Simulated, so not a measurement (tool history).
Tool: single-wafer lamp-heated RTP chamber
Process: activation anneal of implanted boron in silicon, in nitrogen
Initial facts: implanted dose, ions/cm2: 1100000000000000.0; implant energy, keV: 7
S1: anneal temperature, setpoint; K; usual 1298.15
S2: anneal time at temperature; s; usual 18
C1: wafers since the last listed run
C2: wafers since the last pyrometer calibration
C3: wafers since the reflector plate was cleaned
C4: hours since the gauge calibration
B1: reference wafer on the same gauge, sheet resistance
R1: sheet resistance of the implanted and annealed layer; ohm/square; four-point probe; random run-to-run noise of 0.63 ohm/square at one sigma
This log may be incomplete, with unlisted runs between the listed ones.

Run 1, hour 0: usual settings but S2 12 s; C1 0; C2 291; C3 1867; C4 92.4; B1 136.92. Result: R1 143.38 ohm/square.
Run 2, hour 17.8: usual settings but S2 21 s; C1 309; C2 600; C3 2176; C4 110.2; B1 136.98. Result: R1 137.95 ohm/square.
Run 3, hour 28.2: usual settings but S2 21 s; C1 180; C2 781; C3 2357; C4 120.6; B1 137.01. Result: R1 137.86 ohm/square.
Run 4, hour 36: usual settings but S2 21 s; C1 135; C2 916; C3 2492; C4 128.4; B1 137.12. Result: R1 139.64 ohm/square.
Run 5, hour 47.5: usual settings; C1 199; C2 1116; C3 2692; C4 139.9; B1 137.02. Result: R1 139.97 ohm/square.
Run 6, hour 64.3: usual settings; C1 291; C2 1408; C3 2984; C4 156.7; B1 137.03. Result: R1 139.56 ohm/square.
Run 7, hour 74.4: usual settings but S2 23 s; C1 175; C2 1583; C3 3159; C4 166.8; B1 137.04. Result: R1 136.55 ohm/square.
Run 8, hour 91.4: usual settings but S2 23 s; C1 295; C2 1878; C3 3455; C4 183.8; B1 137.01. Result: R1 135.79 ohm/square.
Run 9, hour 105.9: usual settings; C1 251; C2 2130; C3 3707; C4 198.3; B1 136.98. Result: R1 138.87 ohm/square.
At hour 121.4: pyrometer window cleaned and pyrometer calibrated.
Run 10, hour 122.4: usual settings; C1 147; C2 17; C3 3854; C4 214.8; B1 136.97. Result: R1 138.42 ohm/square.
Run 11, hour 132.3: usual settings but S1 1316.15 K, S2 26 s; C1 171; C2 189; C3 4026; C4 224.7; B1 137.17. Result: R1 127.78 ohm/square.
Run 12, hour 138.5: usual settings but S1 1322.15 K; C1 107; C2 296; C3 4134; C4 230.9; B1 136.91. Result: R1 128.61 ohm/square.
At hour 141.3: gauge calibrated.
Run 13, hour 148.5: usual settings but S2 11 s; C1 173; C2 470; C3 4308; C4 7.2; B1 137.13. Result: R1 144.34 ohm/square.
Run 14, hour 161.7: usual settings but S1 1272.15 K, S2 15 s; C1 229; C2 699; C3 4537; C4 20.4; B1 137. Result: R1 152.3 ohm/square.
Run 15, hour 178.7: usual settings but S1 1270.15 K, S2 26 s; C1 295; C2 995; C3 4832; C4 37.4; B1 137.02. Result: R1 146.69 ohm/square.
Run 16, hour 196.7: usual settings but S2 9 s; C1 312; C2 1307; C3 5145; C4 55.4; B1 136.91. Result: R1 143.71 ohm/square.
Run 17, hour 209.4: usual settings but S1 1324.15 K; C1 220; C2 1528; C3 5365; C4 68.1; B1 137.05. Result: R1 127.03 ohm/square.
Run 18, hour 226.3: usual settings but S1 1320.15 K, S2 8 s; C1 293; C2 1821; C3 5659; C4 85; B1 137.02. Result: R1 136.6 ohm/square.
At hour 239.6: reflector plate cleaned.
At hour 243.7: pyrometer window cleaned and pyrometer calibrated.
Run 19, hour 244.2: usual settings but S1 1307.15 K, S2 8 s; C1 102; C2 9; C3 9; C4 102.9; B1 137.1. Result: R1 144.52 ohm/square.
Run 20, hour 260.4: usual settings; C1 281; C2 290; C3 290; C4 119.1; B1 136.91. Result: R1 140.68 ohm/square.
Run 21, hour 313.3: usual settings but S1 1282.15 K; C1 918; C2 1209; C3 1209; C4 172; B1 136.97. Result: R1 146.16 ohm/square.
Run 22, hour 322.6: usual settings; C1 161; C2 1371; C3 1371; C4 181.3; B1 136.97. Result: R1 140.66 ohm/square.
Run 23, hour 331.9: usual settings but S1 1306.15 K; C1 161; C2 1532; C3 1532; C4 190.6; B1 136.95. Result: R1 135.87 ohm/square.
Run 24, hour 348.9: usual settings; C1 295; C2 1827; C3 1827; C4 207.6; B1 136.98. Result: R1 139.39 ohm/square.

How would selected steps in R1 from run to run divide? Give the signed amount a tool lacking its hidden state would still show from settings, what came in and random variation, and the signed amount left for the hidden state, including any gauge scatter that is not in both of the compared results.
Hidden conditions of the tool in this case: true wafer temperature minus pyrometer reading, K; wafer temperature error from the tarnished reflector plate, K; gauge reads high (%).
Run 12 -> 13: S1 1322.15 -> 1298.15, S2 18 -> 11, gauge calibrated. R1 +15.73 ohm/square: hidden state -0.55, all else +16.28.
Run 13 -> 14: S1 1298.15 -> 1272.15, S2 11 -> 15. R1 +7.96 ohm/square: hidden state -1.08, all else +9.04.
Run 16 -> 17: S1 1298.15 -> 1324.15, S2 9 -> 18. R1 -16.68 ohm/square: hidden state +0.53, all else -17.21.
Run 18 -> 19: S1 1320.15 -> 1307.15, reflector plate cleaned, pyrometer window cleaned and pyrometer calibrated. R1 +7.92 ohm/square: hidden state +3.05, all else +4.87.

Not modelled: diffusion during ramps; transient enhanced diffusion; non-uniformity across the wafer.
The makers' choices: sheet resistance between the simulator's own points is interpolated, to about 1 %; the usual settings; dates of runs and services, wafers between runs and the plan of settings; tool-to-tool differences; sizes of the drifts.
